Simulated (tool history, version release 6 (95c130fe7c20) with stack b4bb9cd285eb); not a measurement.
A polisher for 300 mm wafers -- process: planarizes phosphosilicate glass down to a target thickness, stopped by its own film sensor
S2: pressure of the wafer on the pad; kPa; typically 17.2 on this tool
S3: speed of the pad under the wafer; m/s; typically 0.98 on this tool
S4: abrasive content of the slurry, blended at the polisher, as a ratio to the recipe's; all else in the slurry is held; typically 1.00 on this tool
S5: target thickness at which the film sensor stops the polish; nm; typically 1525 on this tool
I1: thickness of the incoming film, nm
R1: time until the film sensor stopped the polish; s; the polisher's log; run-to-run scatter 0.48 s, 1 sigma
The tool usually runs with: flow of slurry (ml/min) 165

{"run": 1, "hour": 0.0, "flow of slurry (ml/min)": 165, "S2": 17.2, "S3": 1.2, "S4": 1.0, "S5": 1525, "I1": 1943.7, "R1": 52.7}
{"hour": 16.8, "done": "worn pad replaced by a new one"}
{"run": 2, "hour": 32.1, "flow of slurry (ml/min)": 210, "S2": 13.8, "S3": 0.82, "S4": 1.0, "S5": 1380, "I1": 1959.9, "R1": 116.1}
{"run": 3, "hour": 52.2, "flow of slurry (ml/min)": 165, "S2": 17.2, "S3": 0.98, "S4": 1.0, "S5": 1525, "I1": 1961.2, "R1": 62.3}
{"run": 4, "hour": 67.9, "flow of slurry (ml/min)": 165, "S2": 17.2, "S3": 0.98, "S4": 1.0, "S5": 1525, "I1": 1967.4, "R1": 64.7}
{"run": 5, "hour": 91.8, "flow of slurry (ml/min)": 165, "S2": 17.2, "S3": 1.14, "S4": 0.75, "S5": 1525, "I1": 1973.0, "R1": 67.5}
{"run": 6, "hour": 127.2, "flow of slurry (ml/min)": 165, "S2": 22.8, "S3": 0.76, "S4": 0.8, "S5": 1586, "I1": 1960.2, "R1": 56.2}
{"hour": 136.1, "done": "conditioning disc replaced and pad reconditioned"}
{"run": 7, "hour": 150.8, "flow of slurry (ml/min)": 165, "S2": 17.2, "S3": 0.98, "S4": 1.0, "S5": 1525, "I1": 1944.9, "R1": 61.3}
{"run": 8, "hour": 169.0, "flow of slurry (ml/min)": 165, "S2": 17.2, "S3": 0.98, "S4": 1.0, "S5": 1525, "I1": 1960.8, "R1": 63.2}
{"run": 9, "hour": 190.4, "flow of slurry (ml/min)": 165, "S2": 13.8, "S3": 0.98, "S4": 1.0, "S5": 1525, "I1": 1955.3, "R1": 80.2}
{"run": 10, "hour": 208.7, "flow of slurry (ml/min)": 165, "S2": 17.2, "S3": 1.12, "S4": 1.0, "S5": 1428, "I1": 1963.1, "R1": 71.8}
{"run": 11, "hour": 221.5, "flow of slurry (ml/min)": 165, "S2": 17.2, "S3": 0.98, "S4": 1.0, "S5": 1525, "I1": 1918.5, "R1": 58.2}
{"hour": 233.0, "done": "worn pad replaced by a new one"}
{"run": 12, "hour": 246.0, "flow of slurry (ml/min)": 165, "S2": 12.4, "S3": 1.1, "S4": 1.0, "S5": 1525, "I1": 1935.8, "R1": 75.0}
{"run": 13, "hour": 269.7, "flow of slurry (ml/min)": 165, "S2": 12.4, "S3": 0.98, "S4": 0.75, "S5": 1525, "I1": 1908.3, "R1": 90.3}
{"run": 14, "hour": 298.4, "flow of slurry (ml/min)": 165, "S2": 12.4, "S3": 1.1, "S4": 1.0, "S5": 1525, "I1": 1935.5, "R1": 76.8}
{"run": 15, "hour": 321.2, "flow of slurry (ml/min)": 165, "S2": 11.7, "S3": 0.84, "S4": 1.0, "S5": 1525, "I1": 1955.8, "R1": 106.0}
{"run": 16, "hour": 336.7, "flow of slurry (ml/min)": 165, "S2": 17.2, "S3": 0.98, "S4": 1.0, "S5": 1448, "I1": 1934.5, "R1": 71.5}
{"hour": 356.7, "done": "conditioning disc replaced and pad reconditioned"}
{"run": 17, "hour": 357.1, "flow of slurry (ml/min)": 165, "S2": 17.2, "S3": 0.72, "S4": 0.9, "S5": 1394, "I1": 1979.9, "R1": 115.2}
{"hour": 366.3, "done": "slurry nozzle cleaned"}
{"run": 18, "hour": 372.7, "flow of slurry (ml/min)": 150, "S2": 17.2, "S3": 0.98, "S4": 1.0, "S5": 1525, "I1": 1940.7, "R1": 62.0}
{"run": 19, "hour": 399.6, "flow of slurry (ml/min)": 165, "S2": 17.2, "S3": 0.98, "S4": 1.0, "S5": 1525, "I1": 1921.9, "R1": 58.8}
{"run": 20, "hour": 423.0, "flow of slurry (ml/min)": 165, "S2": 17.2, "S3": 0.7, "S4": 1.0, "S5": 1525, "I1": 1954.6, "R1": 84.1}
{"hour": 447.2, "done": "slurry blender recalibrated"}
{"hour": 452.3, "done": "worn pad replaced by a new one"}
{"run": 21, "hour": 452.8, "flow of slurry (ml/min)": 165, "S2": 17.2, "S3": 0.98, "S4": 1.3, "S5": 1525, "I1": 1954.8, "R1": 55.0}
{"run": 22, "hour": 484.4, "flow of slurry (ml/min)": 165, "S2": 17.2, "S3": 0.98, "S4": 1.0, "S5": 1525, "I1": 1919.4, "R1": 57.3}
{"run": 23, "hour": 511.5, "flow of slurry (ml/min)": 220, "S2": 17.2, "S3": 0.98, "S4": 1.0, "S5": 1588, "I1": 1937.3, "R1": 49.2}
{"run": 24, "hour": 542.3, "flow of slurry (ml/min)": 165, "S2": 17.2, "S3": 1.24, "S4": 1.0, "S5": 1385, "I1": 1973.4, "R1": 71.9}

Each row is a separate what-if for the run after 24, all from the same tool condition, not one after another. Results?
{"run": "A", "hour": 542.7, "flow of slurry (ml/min)": 165, "S2": 17.2, "S3": 1.14, "S4": 1.0, "S5": 1525, "I1": 1986.5, "R1": "?"}
{"run": "B", "hour": 542.7, "flow of slurry (ml/min)": 190, "S2": 17.2, "S3": 0.98, "S4": 0.85, "S5": 1620, "I1": 1986.5, "R1": "?"}
{"run": "C", "hour": 542.7, "flow of slurry (ml/min)": 165, "S2": 20.0, "S3": 0.78, "S4": 1.0, "S5": 1525, "I1": 1986.5, "R1": "?"}
{"run": "D", "hour": 542.7, "flow of slurry (ml/min)": 115, "S2": 14.5, "S3": 0.98, "S4": 1.1, "S5": 1462, "I1": 1986.5, "R1": "?"}
{"run": "E", "hour": 542.7, "flow of slurry (ml/min)": 215, "S2": 20.7, "S3": 0.98, "S4": 1.0, "S5": 1525, "I1": 1986.5, "R1": "?"}

run=A R1=60.8
run=B R1=58.0
run=C R1=71.0
run=D R1=94.0
run=E R1=55.3
What these runs would have given with no unlogged condition in the tool:
run=A R1=58.9
run=B R1=56.2
run=C R1=68.8
run=D R1=91.1
run=E R1=53.5
